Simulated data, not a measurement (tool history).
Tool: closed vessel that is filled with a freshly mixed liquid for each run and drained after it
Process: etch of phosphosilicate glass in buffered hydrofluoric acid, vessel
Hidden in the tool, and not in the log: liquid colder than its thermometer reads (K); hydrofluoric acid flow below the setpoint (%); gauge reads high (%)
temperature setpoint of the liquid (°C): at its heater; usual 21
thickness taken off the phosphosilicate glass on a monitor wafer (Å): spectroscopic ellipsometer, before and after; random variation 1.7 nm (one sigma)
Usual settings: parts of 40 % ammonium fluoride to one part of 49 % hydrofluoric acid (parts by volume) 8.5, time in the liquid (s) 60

run,hour,temperature setpoint of the liquid (°C),parts of 40 % ammonium fluoride to one part of 49 % hydrofluoric acid (parts by volume),time in the liquid (s),wafers since the last listed run,hours since the thermometer was replaced,hours since the hydrofluoric acid flow meter was replaced,hours since the gauge calibration,"read-back film thickness of the phosphosilicate glass reference wafer, read on the same gauge (nm)",thickness taken off the phosphosilicate glass on a monitor wafer (Å)
1,0,21,8.5,60,0,1068,879.9,69.5,49.99,2996.2
2,31.1,23,8.5,60,3049,1099.1,911,100.6,50.01,3338.5
3,43.6,23,8.5,60,1225,1111.6,923.5,113.1,50,3315.1
4,62.1,23,8.5,60,1814,1130.1,942,131.6,50.02,3324.1
5,90.9,21,7.5,60,2824,1158.9,970.8,160.4,49.97,3387.5
6,112.8,21,8.5,60,2147,1180.8,992.7,182.3,50,2956.5
7,131.2,21,8.5,60,1804,1199.2,1011.1,200.7,50,2953.7
8,166.8,21,8.5,60,3491,1234.8,1046.7,236.3,49.99,2957.2
# hour 172.5: thermometer replaced
# hour 189.5: hydrofluoric acid flow meter replaced
9,200.3,21,8.5,60,3089,27.8,10.8,269.8,49.99,3156.8
10,234.2,23,6,50,3324,61.7,44.7,303.7,49.98,4073.9
11,255.3,19,11,85,2069,82.8,65.8,324.8,49.99,3154.9
12,285.6,21,8.5,60,2971,113.1,96.1,355.1,50,3085
# hour 322.2: gauge calibrated
13,367,18.5,9.5,60,7982,194.5,177.5,44.8,49.99,2443
14,392,21,8.5,60,2451,219.5,202.5,69.8,49.99,3087.5
15,405.2,21,5,60,1294,232.7,215.7,83,50,5076.7
16,430.5,25,8.5,60,2481,258,241,108.3,50.02,3886.2
17,445.4,21,8.5,60,1461,272.9,255.9,123.2,50.01,3094.4
18,458.5,18.5,8.5,60,1284,286,269,136.3,50,2654.6
19,481.1,21,8.5,60,2216,308.6,291.6,158.9,50.02,3075.3

Forecast each of these 5 alternatives for the next run:
A,481.8,21,8.5,60,68,309.3,292.3,159.6,?,?
B,481.8,21,9.5,70,68,309.3,292.3,159.6,?,?
C,481.8,23.5,8.5,90,68,309.3,292.3,159.6,?,?
D,481.8,22.5,6.5,35,68,309.3,292.3,159.6,?,?
E,481.8,23,9.5,60,68,309.3,292.3,159.6,?,?

run,"read-back film thickness of the phosphosilicate glass reference wafer, read on the same gauge (nm)",thickness taken off the phosphosilicate glass on a monitor wafer (Å)
A,50.01,3060.2
B,50.01,3270
C,50.01,5268.6
D,50.01,2561.6
E,50.01,3130.3
Without the tool's hidden state the same runs would have given:
run,thickness taken off the phosphosilicate glass on a monitor wafer (Å)
A,3121.2
B,3307.8
C,5373.6
D,2602.6
E,3166.4

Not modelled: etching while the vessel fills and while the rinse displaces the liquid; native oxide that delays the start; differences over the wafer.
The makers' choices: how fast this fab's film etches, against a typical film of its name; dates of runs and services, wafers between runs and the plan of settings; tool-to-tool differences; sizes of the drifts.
